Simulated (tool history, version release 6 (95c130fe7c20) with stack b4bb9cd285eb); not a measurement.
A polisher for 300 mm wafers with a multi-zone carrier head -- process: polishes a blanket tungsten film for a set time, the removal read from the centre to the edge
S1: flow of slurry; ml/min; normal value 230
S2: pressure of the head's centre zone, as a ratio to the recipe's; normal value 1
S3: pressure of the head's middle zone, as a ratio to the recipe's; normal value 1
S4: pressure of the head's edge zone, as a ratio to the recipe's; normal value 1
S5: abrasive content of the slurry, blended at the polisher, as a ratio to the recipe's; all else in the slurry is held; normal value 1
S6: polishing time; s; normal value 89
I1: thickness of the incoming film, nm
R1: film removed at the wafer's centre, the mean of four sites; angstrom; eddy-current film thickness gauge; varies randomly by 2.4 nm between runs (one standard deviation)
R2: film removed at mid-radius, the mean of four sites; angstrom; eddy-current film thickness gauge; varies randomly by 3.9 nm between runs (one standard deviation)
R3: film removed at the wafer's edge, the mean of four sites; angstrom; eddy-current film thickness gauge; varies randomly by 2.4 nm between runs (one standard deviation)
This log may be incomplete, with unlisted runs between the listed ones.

run,hour,S1,S2,S3,S4,S5,S6,I1,R1,R2,R3
1,0,230,1,1,1,1,89,945.8,3539,3598,3690
2,12.1,230,1,1,1,1,89,940.8,3565,3569,3666
3,21,230,1,1,1,1,89,929.6,3527,3500,3632
# hour 33.2: worn pad replaced by a new one
4,37,230,1,1,1,1.15,89,927.5,3780,3861,3899
5,43.8,230,1,1,1,1.15,89,935.1,3806,3815,3880
6,61.7,230,1,1,1,1,89,941.6,3655,3706,3740
7,72.7,230,1,1,1,1,89,912.2,3613,3662,3696
8,83.6,230,1,1,1,1,89,929.1,3607,3667,3670
9,99.5,230,1,1,1,1,89,924.8,3578,3600,3693
# hour 112.9: centre zone pressure recalibrated
10,113.4,230,1,1,1,1,89,931.5,3539,3512,3665
# hour 119.9: worn pad replaced by a new one
11,125.4,175,1,1,1,1.15,89,934,3317,3333,3523
# hour 135.3: slurry nozzle cleaned
12,135.8,230,1,0.94,0.94,1,89,921.4,3362,3183,3391
13,152.4,290,1,1,1,1,104,935.1,4053,4108,4090
14,158.5,230,1,1,1,1,89,918.5,3359,3365,3460
# hour 162.9: edge zone pressure recalibrated
# hour 174.6: worn pad replaced by a new one, repeated, since the last time left the tool worse
# hour 179.4: carrier head's membrane replaced by a new one
15,179.9,230,1,0.92,0.94,1.25,109,942.3,4748,4544,4863
16,180.2,230,1,1,1,1,89,928.8,3665,3725,3813
17,196.6,280,1.07,1,1,1,69,919.1,3109,2956,2985
18,205.7,160,1.09,0.91,1,1,115,919.9,4845,4188,4712
19,215.2,300,1.09,1,1.05,1,89,928,4120,3723,3954
20,225.7,290,1,0.92,1,1.2,89,924.9,3923,3706,3989

Below are 5 alternative next runs, each starting from the tool's condition after run 20. Predict each:
A,226.1,280,1,1,1,1,89,936,?,?,?
B,226.1,230,1,1,1.03,0.85,66,936,?,?,?
C,226.1,230,0.96,1,1,1,89,936,?,?,?
D,226.1,280,1.11,1,1,1,89,936,?,?,?
E,226.1,230,1,1.11,1,0.85,89,936,?,?,?

run,R1,R2,R3
A,3716,3788,3815
B,2576,2632,2698
C,3480,3707,3751
D,4128,3786,3815
E,3476,3855,3588
With the hidden condition removed and each run's random variation left untouched, the same runs would have given:
run,R1,R2,R3
A,3775,3849,3875
B,2617,2674,2741
C,3536,3766,3811
D,4193,3846,3875
E,3531,3916,3645
